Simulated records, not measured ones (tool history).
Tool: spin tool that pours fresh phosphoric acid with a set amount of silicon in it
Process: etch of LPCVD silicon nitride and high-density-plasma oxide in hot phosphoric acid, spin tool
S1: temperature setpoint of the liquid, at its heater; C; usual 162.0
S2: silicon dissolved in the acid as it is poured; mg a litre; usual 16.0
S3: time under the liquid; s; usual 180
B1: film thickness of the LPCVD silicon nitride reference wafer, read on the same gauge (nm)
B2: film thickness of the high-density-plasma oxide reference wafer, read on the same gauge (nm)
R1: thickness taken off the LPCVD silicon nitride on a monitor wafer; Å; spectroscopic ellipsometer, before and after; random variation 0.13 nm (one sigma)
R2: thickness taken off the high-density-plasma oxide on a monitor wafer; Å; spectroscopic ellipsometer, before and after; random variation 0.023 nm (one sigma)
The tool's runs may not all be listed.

run   hour     S1    S2   S3     B1      B2     R1    R2
  1    0.0  162.0  11.0  180  30.00  90.014  200.4  5.04
  2   15.6  162.0  11.0  180  30.01  89.947  200.4  4.82
  3   76.9  162.0  11.0  180  30.01  90.011  198.6  5.29
  4  102.6  162.0   8.0  225  29.99  89.962  247.9  6.93
  5  130.1  160.0  16.0  180  30.04  89.982  186.1  4.11
  6  163.1  162.0  16.0  130  30.00  90.014  145.0  3.04
  7  185.2  162.0  16.0  180  29.96  90.019  199.3  4.56
  8  206.7  162.0  16.0  180  29.99  89.998  201.4  4.53
     210.0  -- gauge calibrated
  9  223.5  162.0  25.5  135  30.01  90.003  149.9  2.44
     257.2  -- dissolved silicon flow meter replaced
 10  259.4  162.0  16.0  180  30.00  90.021  199.3  4.10
     284.5  -- heated supply line repaired
     305.4  -- thermometer replaced
 11  323.1  163.0   9.5  215  30.01  90.018  245.3  7.22

Run 12 comes next. What will it give?
 12  342.6  163.5  20.0  265   ?   ?   ?   ?

{"run 12": {"B1": 29.96, "B2": 90.05, "R1": 309.3, "R2": 6.6}}
Without the tool's hidden state the same run would have given R1 309.3 Å, R2 6.60 Å.
